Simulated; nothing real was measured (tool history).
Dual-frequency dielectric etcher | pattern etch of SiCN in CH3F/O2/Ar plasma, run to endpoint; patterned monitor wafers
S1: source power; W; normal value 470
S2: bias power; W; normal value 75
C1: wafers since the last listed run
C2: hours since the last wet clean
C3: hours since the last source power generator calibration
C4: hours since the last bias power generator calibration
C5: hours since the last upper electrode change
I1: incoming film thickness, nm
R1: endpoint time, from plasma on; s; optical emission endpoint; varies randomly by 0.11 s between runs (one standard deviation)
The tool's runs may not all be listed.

run 1 hour=0 | S1=470 S2=75 | C1=0 C2=511.6 C3=3564.1 C4=1905.8 C5=4627.1 | I1=6.26 | R1=15.2
-- hour=4.7 wet clean of the chamber
run 2 hour=67.3 | S1=470 S2=75 | C1=906 C2=62.6 C3=3631.4 C4=1973.1 C5=4694.4 | I1=6.33 | R1=15.5
run 3 hour=120.7 | S1=470 S2=75 | C1=772 C2=116 C3=3684.8 C4=2026.5 C5=4747.8 | I1=6.31 | R1=15.5
run 4 hour=192.4 | S1=470 S2=75 | C1=1037 C2=187.7 C3=3756.5 C4=2098.2 C5=4819.5 | I1=6.31 | R1=15.3
run 5 hour=219.5 | S1=470 S2=75 | C1=392 C2=214.8 C3=3783.6 C4=2125.3 C5=4846.6 | I1=6.31 | R1=15.4
run 6 hour=271.6 | S1=470 S2=75 | C1=754 C2=266.9 C3=3835.7 C4=2177.4 C5=4898.7 | I1=6.27 | R1=15.1
run 7 hour=329.4 | S1=470 S2=75 | C1=836 C2=324.7 C3=3893.5 C4=2235.2 C5=4956.5 | I1=6.3 | R1=15.6
run 8 hour=354 | S1=470 S2=75 | C1=356 C2=349.3 C3=3918.1 C4=2259.8 C5=4981.1 | I1=6.23 | R1=15
run 9 hour=410.3 | S1=470 S2=75 | C1=814 C2=405.6 C3=3974.4 C4=2316.1 C5=5037.4 | I1=6.26 | R1=15.2
-- hour=431.6 source power generator calibrated
-- hour=447.8 upper electrode replaced
run 10 hour=448.3 | S1=470 S2=75 | C1=258 C2=443.6 C3=16.7 C4=2354.1 C5=0.5 | I1=6.31 | R1=15.4
run 11 hour=482.3 | S1=580 S2=94 | C1=492 C2=477.6 C3=50.7 C4=2388.1 C5=34.5 | I1=6.26 | R1=12.9
-- hour=561.8 wet clean of the chamber
run 12 hour=562.3 | S1=530 S2=70 | C1=810 C2=0.5 C3=130.7 C4=2468.1 C5=114.5 | I1=6.29 | R1=14.9
run 13 hour=595.9 | S1=540 S2=87 | C1=486 C2=34.1 C3=164.3 C4=2501.7 C5=148.1 | I1=6.32 | R1=13.9
-- hour=628.6 bias power generator calibrated
run 14 hour=753.6 | S1=390 S2=75 | C1=2224 C2=191.8 C3=322 C4=125 C5=305.8 | I1=6.36 | R1=16.4
run 15 hour=799.3 | S1=360 S2=80 | C1=661 C2=237.5 C3=367.7 C4=170.7 C5=351.5 | I1=6.3 | R1=16.3
run 16 hour=856 | S1=370 S2=57 | C1=820 C2=294.2 C3=424.4 C4=227.4 C5=408.2 | I1=6.34 | R1=18.5
run 17 hour=891.4 | S1=470 S2=75 | C1=512 C2=329.6 C3=459.8 C4=262.8 C5=443.6 | I1=6.31 | R1=15.5
run 18 hour=936.9 | S1=380 S2=62 | C1=658 C2=375.1 C3=505.3 C4=308.3 C5=489.1 | I1=6.29 | R1=17.9

Each row is a separate what-if for the run after 18, all from the same tool condition, not one after another. Results?
run A hour=937.3 | S1=470 S2=87 | C1=5 C2=375.5 C3=505.7 C4=308.7 C5=489.5 | I1=6.3 | R1=?
run B hour=937.3 | S1=580 S2=60 | C1=5 C2=375.5 C3=505.7 C4=308.7 C5=489.5 | I1=6.3 | R1=?
run C hour=937.3 | S1=570 S2=85 | C1=5 C2=375.5 C3=505.7 C4=308.7 C5=489.5 | I1=6.3 | R1=?

run=A R1=14.4
run=B R1=15.4
run=C R1=13.5
Stripped of hidden state, with their random variation kept, the same runs would have yielded:
run=A R1=14.4
run=B R1=15.4
run=C R1=13.5

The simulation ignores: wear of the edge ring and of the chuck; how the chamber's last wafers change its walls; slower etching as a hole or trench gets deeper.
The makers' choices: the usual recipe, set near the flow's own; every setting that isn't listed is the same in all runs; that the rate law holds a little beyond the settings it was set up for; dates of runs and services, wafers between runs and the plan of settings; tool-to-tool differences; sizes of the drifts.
